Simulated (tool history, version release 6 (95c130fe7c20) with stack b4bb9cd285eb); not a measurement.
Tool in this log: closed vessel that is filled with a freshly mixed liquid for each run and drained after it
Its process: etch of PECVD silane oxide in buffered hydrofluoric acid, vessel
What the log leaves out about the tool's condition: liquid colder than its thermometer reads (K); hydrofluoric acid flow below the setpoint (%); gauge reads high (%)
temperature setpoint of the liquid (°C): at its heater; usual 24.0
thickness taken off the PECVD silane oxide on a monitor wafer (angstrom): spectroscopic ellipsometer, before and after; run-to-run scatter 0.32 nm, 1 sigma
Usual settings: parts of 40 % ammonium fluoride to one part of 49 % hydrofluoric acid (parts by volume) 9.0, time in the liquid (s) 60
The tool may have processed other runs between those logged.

run,hour,temperature setpoint of the liquid (°C),parts of 40 % ammonium fluoride to one part of 49 % hydrofluoric acid (parts by volume),time in the liquid (s),wafers since the last listed run,hours since the thermometer was replaced,hours since the hydrofluoric acid flow meter was replaced,hours since the gauge calibration,"read-back film thickness of the PECVD silane oxide reference wafer, read on the same gauge (nm)",thickness taken off the PECVD silane oxide on a monitor wafer (angstrom)
1,0.0,21.0,9.0,60,0,2733.1,263.3,129.4,29.98,623.0
2,11.2,21.0,9.0,60,876,2744.3,274.5,140.6,30.03,627.0
3,26.5,21.0,9.0,60,1197,2759.6,289.8,155.9,29.97,623.9
4,69.0,24.0,9.0,60,3326,2802.1,332.3,198.4,29.96,737.2
5,105.1,24.0,9.0,60,2825,2838.2,368.4,234.5,29.99,734.2
6,113.9,24.0,9.0,60,688,2847.0,377.2,243.3,30.02,731.6
7,124.9,24.0,9.0,60,860,2858.0,388.2,254.3,30.00,729.6
# hour 125.1: gauge calibrated
8,135.9,24.0,9.0,60,860,2869.0,399.2,10.8,30.00,733.5
9,167.8,24.0,9.0,60,2496,2900.9,431.1,42.7,29.98,727.0
10,179.5,24.0,9.0,60,915,2912.6,442.8,54.4,30.01,727.4
11,187.1,24.0,9.0,60,594,2920.2,450.4,62.0,29.99,725.4
12,196.5,24.0,9.0,60,735,2929.6,459.8,71.4,30.02,722.4
13,203.4,24.0,9.0,60,539,2936.5,466.7,78.3,30.01,721.2
# hour 214.9: thermometer replaced
14,218.2,20.5,9.0,60,1079,3.3,481.5,93.1,29.97,677.9
15,228.6,24.0,12.5,60,813,13.7,491.9,103.5,30.01,607.8
# hour 233.4: hydrofluoric acid flow meter replaced
16,237.4,24.0,9.0,60,610,22.5,4.0,112.3,29.99,860.3
17,249.6,24.0,9.0,60,954,34.7,16.2,124.5,30.01,860.7
18,264.1,24.0,9.0,60,1134,49.2,30.7,139.0,29.99,851.8
19,278.9,25.5,9.0,75,1158,64.0,45.5,153.8,30.05,1157.5
20,285.3,21.5,9.0,70,500,70.4,51.9,160.2,30.03,872.5
21,293.4,24.0,9.0,75,633,78.5,60.0,168.3,29.99,1066.0
22,305.7,24.0,9.0,60,962,90.8,72.3,180.6,29.98,852.0
23,317.8,21.5,10.5,90,946,102.9,84.4,192.7,30.02,982.3
24,334.9,24.0,12.5,80,1338,120.0,101.5,209.8,29.97,848.9
# hour 344.8: gauge calibrated
25,347.6,24.0,11.5,45,993,132.7,114.2,2.8,30.00,512.1
26,358.7,24.0,9.0,80,868,143.8,125.3,13.9,30.03,1122.0
27,370.4,24.0,9.0,60,915,155.5,137.0,25.6,30.02,848.9
28,388.1,24.0,7.5,85,1385,173.2,154.7,43.3,29.99,1444.6

Across each entry between runs, compare the hidden state at the last listed run before it with the hidden state at the first listed run after it:
Run 7 -> run 8: gauge calibrated (hour 125.1)
  liquid colder than its thermometer reads (K): 2.48 -> 2.49; hydrofluoric acid flow below the setpoint (%): 5.28 -> 5.42
  measured less the result without the state, thickness taken off the PECVD silane oxide on a monitor wafer (angstrom): -135.5 -> -137.6
Run 13 -> run 14: thermometer replaced (hour 214.9)
  liquid colder than its thermometer reads (K): 2.55 -> 0.122; hydrofluoric acid flow below the setpoint (%): 6.29 -> 6.48
  measured less the result without the state, thickness taken off the PECVD silane oxide on a monitor wafer (angstrom): -143.1 -> -33.9
Run 15 -> run 16: hydrofluoric acid flow meter replaced (hour 233.4)
  liquid colder than its thermometer reads (K): 0.131 -> 0.138; hydrofluoric acid flow below the setpoint (%): 6.61 -> 0.65
  measured less the result without the state, thickness taken off the PECVD silane oxide on a monitor wafer (angstrom): -46.8 -> -10.2
Run 24 -> run 25: gauge calibrated (hour 344.8)
  liquid colder than its thermometer reads (K): 0.223 -> 0.234; hydrofluoric acid flow below the setpoint (%): 1.9 -> 2.06
  measured less the result without the state, thickness taken off the PECVD silane oxide on a monitor wafer (angstrom): -26.6 -> -17.1
